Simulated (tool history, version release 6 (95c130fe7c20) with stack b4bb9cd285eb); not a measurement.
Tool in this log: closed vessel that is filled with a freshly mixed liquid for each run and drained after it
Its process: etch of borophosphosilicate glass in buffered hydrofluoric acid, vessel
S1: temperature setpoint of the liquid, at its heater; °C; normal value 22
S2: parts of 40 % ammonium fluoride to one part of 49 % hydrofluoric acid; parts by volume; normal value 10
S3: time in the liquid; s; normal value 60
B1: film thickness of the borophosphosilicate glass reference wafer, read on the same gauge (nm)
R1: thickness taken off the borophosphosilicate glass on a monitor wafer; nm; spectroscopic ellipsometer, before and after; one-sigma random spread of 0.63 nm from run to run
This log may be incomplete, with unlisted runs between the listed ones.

run,hour,S1,S2,S3,B1,R1
1,0,22,10,60,140.01,70.91
2,107.9,22,10,60,139.99,71.26
3,213.3,21,10,85,140,98.23
4,309.5,21,10,85,139.98,98.79
5,374.4,22,10,60,139.99,74.65
6,475.4,22,10,60,140,74.18
7,580.5,22,10,60,140,73.15
8,633.4,22,10,60,140,75.19
9,712.1,22,10,60,140,76.29
10,777.5,22,10,60,139.99,76.46
11,820,22,10,60,139.99,77.48
12,918.5,22,10,60,140.01,77.88
13,988.2,22,10,60,139.98,76.94
# hour 1034: hydrofluoric acid flow meter replaced
14,1066.1,22,10,60,140,71.57
15,1107.4,22,10,60,139.98,71.69
16,1200.6,22,10,60,140,73.28
17,1242.3,22,11,60,140.01,67.87
18,1298.3,22,10,60,140.01,72.29
19,1385.1,26.5,13,85,139.99,103.93
20,1466.8,22,13.5,30,139.98,28.14
# hour 1485.2: thermometer replaced
21,1520.6,22,13.5,30,139.99,24.02
22,1564.2,22,10,60,140,65.31
23,1661,23.5,11.5,80,139.98,81.65
24,1731.6,25,10,70,140,89.87
# hour 1770.1: gauge calibrated
25,1832.9,22,10,60,140,66.02
26,1886.9,24,6.5,80,140,149.94
27,1936.9,22,10,60,139.99,66.58
28,1999.2,20,11,50,140.01,46.77
29,2093.8,17,10,80,140.01,69.13
30,2182.3,22,10,60,139.98,68.23
31,2271.2,25.5,10,90,139.99,124.54
32,2352.4,17.5,12.5,80,140.01,57.43

Run-by-run hidden state of the tool:
gauge reads high (%): 0 in every run
H1: liquid hotter than its thermometer reads (K)
H2: hydrofluoric acid flow above the setpoint (%)
run,H1,H2
1,1.49,8.22
2,1.59,8.7
3,1.68,9.18
4,1.77,9.61
5,1.82,9.9
6,1.91,10.4
7,2.01,10.8
8,2.05,11.1
9,2.12,11.4
10,2.18,11.7
11,2.22,11.9
12,2.31,12.4
13,2.37,12.7
14,2.44,0.371
15,2.48,0.557
16,2.56,0.976
17,2.6,1.16
18,2.65,1.42
19,2.72,1.81
20,2.8,2.17
21,0.163,2.42
22,0.202,2.61
23,0.288,3.05
24,0.351,3.37
25,0.441,3.82
26,0.489,4.07
27,0.533,4.29
28,0.589,4.57
29,0.673,5
30,0.752,5.4
31,0.831,5.8
32,0.903,6.16
